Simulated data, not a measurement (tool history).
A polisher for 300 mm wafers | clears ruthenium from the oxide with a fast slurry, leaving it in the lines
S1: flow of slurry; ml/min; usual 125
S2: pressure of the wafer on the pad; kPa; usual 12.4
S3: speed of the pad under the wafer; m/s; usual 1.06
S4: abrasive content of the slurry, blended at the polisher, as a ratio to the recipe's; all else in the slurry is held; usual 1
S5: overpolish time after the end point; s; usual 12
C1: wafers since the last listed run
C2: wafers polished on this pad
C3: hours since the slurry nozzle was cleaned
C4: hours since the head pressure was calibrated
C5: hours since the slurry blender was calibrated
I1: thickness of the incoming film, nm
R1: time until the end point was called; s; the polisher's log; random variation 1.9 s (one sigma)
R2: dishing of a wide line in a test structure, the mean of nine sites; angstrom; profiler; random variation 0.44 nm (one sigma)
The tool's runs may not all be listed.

| run | hour | S1 | S2 | S3 | S4 | S5 | C1 | C2 | C3 | C4 | C5 | I1 | R1 | R2 |
|---|---|---|---|---|---|---|---|---|---|---|---|---|---|---|
| 1 | 0 | 125 | 12.4 | 1.06 | 1 | 12 | 0 | 1208 | 600.9 | 1449.4 | 126.7 | 233.1 | 113.9 | 189 |
|  | 9.4 | worn pad replaced by a new one |
| 2 | 23.7 | 125 | 12.4 | 1.06 | 1 | 12 | 116 | 84 | 624.6 | 1473.1 | 150.4 | 232.8 | 104 | 195 |
| 3 | 45.9 | 125 | 12.4 | 0.8 | 1 | 12 | 131 | 215 | 646.8 | 1495.3 | 172.6 | 232.9 | 139.9 | 158 |
|  | 49 | slurry blender recalibrated |
| 4 | 79.1 | 125 | 12.4 | 1.06 | 1 | 12 | 184 | 400 | 680 | 1528.5 | 30.1 | 227.7 | 98.6 | 218 |
|  | 141.8 | head pressure recalibrated |
|  | 142.8 | slurry nozzle cleaned |
| 5 | 143.3 | 125 | 12.4 | 1.06 | 1 | 12 | 362 | 763 | 0.5 | 1.5 | 94.3 | 233.9 | 105.5 | 203 |
| 6 | 171.2 | 125 | 12.4 | 1.06 | 1 | 12 | 165 | 928 | 28.4 | 29.4 | 122.2 | 229.9 | 103.1 | 192 |
| 7 | 199.8 | 125 | 12.4 | 1.06 | 1.1 | 12 | 169 | 1097 | 57 | 58 | 150.8 | 230.6 | 105.3 | 194 |
| 8 | 215.8 | 125 | 12.4 | 1.06 | 1 | 16 | 94 | 1192 | 73 | 74 | 166.8 | 228.9 | 113.8 | 241 |
|  | 232.9 | worn pad replaced by a new one |
| 9 | 250 | 125 | 12.4 | 1.06 | 1 | 16 | 178 | 101 | 107.2 | 108.2 | 201 | 230 | 114.4 | 239 |
|  | 272.5 | slurry blender recalibrated |
| 10 | 283.4 | 125 | 12.4 | 1.06 | 1 | 12 | 185 | 287 | 140.6 | 141.6 | 10.9 | 232.1 | 97.8 | 213 |
| 11 | 313 | 125 | 12.4 | 1.06 | 1 | 6 | 175 | 462 | 170.2 | 171.2 | 40.5 | 228.6 | 101.2 | 112 |
| 12 | 338.7 | 125 | 12.4 | 1.06 | 1 | 12 | 152 | 614 | 195.9 | 196.9 | 66.2 | 226.4 | 97.2 | 199 |
| 13 | 365.8 | 125 | 15.9 | 0.74 | 1.1 | 12 | 160 | 774 | 223 | 224 | 93.3 | 230.3 | 110.6 | 192 |
| 14 | 381.4 | 165 | 9.7 | 1.38 | 1 | 14 | 92 | 867 | 238.6 | 239.6 | 108.9 | 233.1 | 99.6 | 238 |
| 15 | 401.8 | 125 | 12.4 | 1.38 | 1 | 12 | 120 | 987 | 259 | 260 | 129.3 | 231.6 | 89.2 | 228 |
| 16 | 430.2 | 150 | 15.9 | 1.4 | 1 | 12 | 168 | 1156 | 287.4 | 288.4 | 157.7 | 228.7 | 73.3 | 285 |
|  | 444.7 | worn pad replaced by a new one |
|  | 454 | slurry blender recalibrated |
| 17 | 462.6 | 125 | 12.4 | 1.06 | 1 | 12 | 156 | 94 | 319.8 | 320.8 | 8.6 | 232.7 | 98.3 | 214 |
| 18 | 477.8 | 125 | 12.4 | 1.06 | 1 | 12 | 89 | 184 | 335 | 336 | 23.8 | 228.8 | 97.1 | 212 |
| 19 | 498.8 | 125 | 12.4 | 0.82 | 0.85 | 12 | 124 | 308 | 356 | 357 | 44.8 | 227.6 | 135.2 | 150 |
| 20 | 512.8 | 145 | 12.4 | 0.86 | 1.2 | 17 | 82 | 391 | 370 | 371 | 58.8 | 231 | 112 | 260 |
| 21 | 547.4 | 125 | 12.4 | 1.06 | 1 | 10 | 204 | 596 | 404.6 | 405.6 | 93.4 | 229.4 | 103.5 | 162 |
| 22 | 564.6 | 125 | 12.4 | 0.8 | 1 | 12 | 101 | 698 | 421.8 | 422.8 | 110.6 | 235.1 | 134.4 | 155 |
| 23 | 577.1 | 125 | 12.4 | 1.06 | 1 | 12 | 73 | 771 | 434.3 | 435.3 | 123.1 | 229.7 | 109 | 196 |
| 24 | 599.8 | 125 | 12.4 | 1.06 | 1 | 12 | 134 | 906 | 457 | 458 | 145.8 | 231.9 | 118.8 | 184 |
| 25 | 619.1 | 155 | 12.4 | 1.06 | 1 | 8 | 114 | 1020 | 476.3 | 477.3 | 165.1 | 229.1 | 117.2 | 130 |
| 26 | 636.5 | 145 | 12.4 | 1.4 | 1 | 12 | 102 | 1123 | 493.7 | 494.7 | 182.5 | 230.1 | 97 | 226 |
| 27 | 648.6 | 155 | 12.4 | 1.34 | 1 | 12 | 71 | 1195 | 505.8 | 506.8 | 194.6 | 228.4 | 95.6 | 201 |
|  | 670.7 | slurry blender recalibrated |
| 28 | 672.1 | 125 | 12.4 | 1.06 | 1 | 12 | 127 | 1322 | 529.3 | 530.3 | 1.4 | 233.3 | 105 | 196 |
|  | 689.9 | worn pad replaced by a new one |
| 29 | 699.8 | 125 | 15.9 | 1.06 | 1 | 12 | 140 | 58 | 557 | 558 | 29.1 | 229.8 | 80.3 | 263 |

Measured less the same run without the tool's hidden state. The same run-to-run variation is in both; the gauge's scatter may not be:
The hidden state here: removal rate lost through wear of the pad, %; slurry flow missing at the pad, %; deviation of the head's pressure from its setpoint, %; abrasive missing from the slurry, %.
| run | R1 | R2 |
|---|---|---|
| 1 | +18.2 | -31 |
| 2 | +12.2 | -22 |
| 3 | +19.2 | -23 |
| 4 | +3 | -6 |
| 5 | +10 | -19 |
| 6 | +13.1 | -25 |
| 7 | +16.6 | -31 |
| 8 | +20.9 | -46 |
| 9 | +18.4 | -38 |
| 10 | +2.8 | -5 |
| 11 | +5.5 | -6 |
| 12 | +7.6 | -15 |
| 13 | +11.5 | -20 |
| 14 | +12.5 | -29 |
| 15 | +13.4 | -34 |
| 16 | +13.7 | -53 |
| 17 | +4.5 | -9 |
| 18 | +5.5 | -12 |
| 19 | +10.7 | -12 |
| 20 | +9.1 | -20 |
| 21 | +12.6 | -20 |
| 22 | +18.9 | -23 |
| 23 | +16.9 | -32 |
| 24 | +21.7 | -37 |
| 25 | +24.2 | -31 |
| 26 | +22.3 | -57 |
| 27 | +23.6 | -57 |
| 28 | +10.1 | -18 |
| 29 | +2.1 | -6 |
